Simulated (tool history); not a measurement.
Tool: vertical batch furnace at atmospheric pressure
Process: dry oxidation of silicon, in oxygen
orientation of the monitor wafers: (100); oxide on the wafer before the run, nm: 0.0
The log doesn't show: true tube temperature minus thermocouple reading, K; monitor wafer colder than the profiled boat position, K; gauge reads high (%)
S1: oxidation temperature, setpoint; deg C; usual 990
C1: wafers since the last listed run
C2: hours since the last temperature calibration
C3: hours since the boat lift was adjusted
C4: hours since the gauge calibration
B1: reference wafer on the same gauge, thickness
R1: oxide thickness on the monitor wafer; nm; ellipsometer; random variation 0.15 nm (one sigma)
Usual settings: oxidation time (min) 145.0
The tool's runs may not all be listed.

Run 1, hour 0.0: usual settings; C1 0; C2 2019.1; C3 4183.6; C4 814.6; B1 99.48. Result: R1 92.98 nm.
Run 2, hour 28.3: usual settings; C1 311; C2 2047.4; C3 4211.9; C4 842.9; B1 99.55. Result: R1 92.93 nm.
Run 3, hour 75.5: usual settings; C1 518; C2 2094.6; C3 4259.1; C4 890.1; B1 99.52. Result: R1 92.91 nm.
Run 4, hour 146.2: usual settings; C1 777; C2 2165.3; C3 4329.8; C4 960.8; B1 99.53. Result: R1 93.06 nm.
Run 5, hour 191.2: usual settings; C1 494; C2 2210.3; C3 4374.8; C4 1005.8; B1 99.46. Result: R1 93.12 nm.
Run 6, hour 241.3: usual settings but S1 981 deg C, oxidation time (min) 195.0; C1 550; C2 2260.4; C3 4424.9; C4 1055.9; B1 99.49. Result: R1 106.22 nm.
Run 7, hour 269.1: usual settings; C1 305; C2 2288.2; C3 4452.7; C4 1083.7; B1 99.44. Result: R1 93.09 nm.
Run 8, hour 330.0: usual settings; C1 669; C2 2349.1; C3 4513.6; C4 1144.6; B1 99.53. Result: R1 93.29 nm.
Run 9, hour 367.8: usual settings; C1 415; C2 2386.9; C3 4551.4; C4 1182.4; B1 99.43. Result: R1 93.22 nm.
Run 10, hour 401.8: usual settings; C1 373; C2 2420.9; C3 4585.4; C4 1216.4; B1 99.47. Result: R1 93.18 nm.
At hour 458.2: gauge calibrated.
Run 11, hour 461.6: usual settings but oxidation time (min) 172.5; C1 657; C2 2480.7; C3 4645.2; C4 3.4; B1 99.49. Result: R1 105.15 nm.
At hour 486.5: boat lift adjusted.
Run 12, hour 503.2: usual settings but S1 1003 deg C; C1 193; C2 2522.3; C3 16.7; C4 45.0; B1 99.47. Result: R1 108.19 nm.
Run 13, hour 547.7: usual settings; C1 489; C2 2566.8; C3 61.2; C4 89.5; B1 99.47. Result: R1 95.42 nm.
Run 14, hour 591.9: usual settings but S1 1014 deg C; C1 485; C2 2611.0; C3 105.4; C4 133.7; B1 99.46. Result: R1 119.35 nm.
At hour 626.0: thermocouples replaced and temperature profile calibrated.
Run 15, hour 654.4: usual settings but S1 1008 deg C, oxidation time (min) 123.5; C1 423; C2 28.4; C3 167.9; C4 196.2; B1 99.48. Result: R1 98.21 nm.
Run 16, hour 714.5: usual settings; C1 660; C2 88.5; C3 228.0; C4 256.3; B1 99.49. Result: R1 92.52 nm.
Run 17, hour 849.7: usual settings but S1 1014 deg C, oxidation time (min) 79.5; C1 1485; C2 223.7; C3 363.2; C4 391.5; B1 99.45. Result: R1 77.51 nm.
Run 18, hour 1034.7: usual settings but S1 974 deg C, oxidation time (min) 79.0; C1 2033; C2 408.7; C3 548.2; C4 576.5; B1 99.55. Result: R1 53.19 nm.
Run 19, hour 1081.4: usual settings but S1 1007 deg C, oxidation time (min) 77.0; C1 513; C2 455.4; C3 594.9; C4 623.2; B1 99.52. Result: R1 71.32 nm.
Run 20, hour 1124.9: usual settings but S1 1003 deg C, oxidation time (min) 198.5; C1 478; C2 498.9; C3 638.4; C4 666.7; B1 99.54. Result: R1 131.05 nm.
Run 21, hour 1161.6: usual settings but S1 1001 deg C, oxidation time (min) 112.5; C1 403; C2 535.6; C3 675.1; C4 703.4; B1 99.49. Result: R1 86.90 nm.
Run 22, hour 1188.3: usual settings but S1 979 deg C, oxidation time (min) 198.5; C1 293; C2 562.3; C3 701.8; C4 730.1; B1 99.52. Result: R1 106.03 nm.

Measured less the same run without the tool's hidden state. The same run-to-run variation is in both; the gauge's scatter may not be:
run     R1
  1  +0.54
  2  +0.54
  3  +0.53
  4  +0.51
  5  +0.50
  6  +0.47
  7  +0.47
  8  +0.46
  9  +0.45
 10  +0.44
 11  +0.46
 12  +3.59
 13  +3.17
 14  +3.77
 15  -0.19
 16  -0.03
 17  +0.23
 18  +0.29
 19  +0.54
 20  +1.02
 21  +0.77
 22  +0.79

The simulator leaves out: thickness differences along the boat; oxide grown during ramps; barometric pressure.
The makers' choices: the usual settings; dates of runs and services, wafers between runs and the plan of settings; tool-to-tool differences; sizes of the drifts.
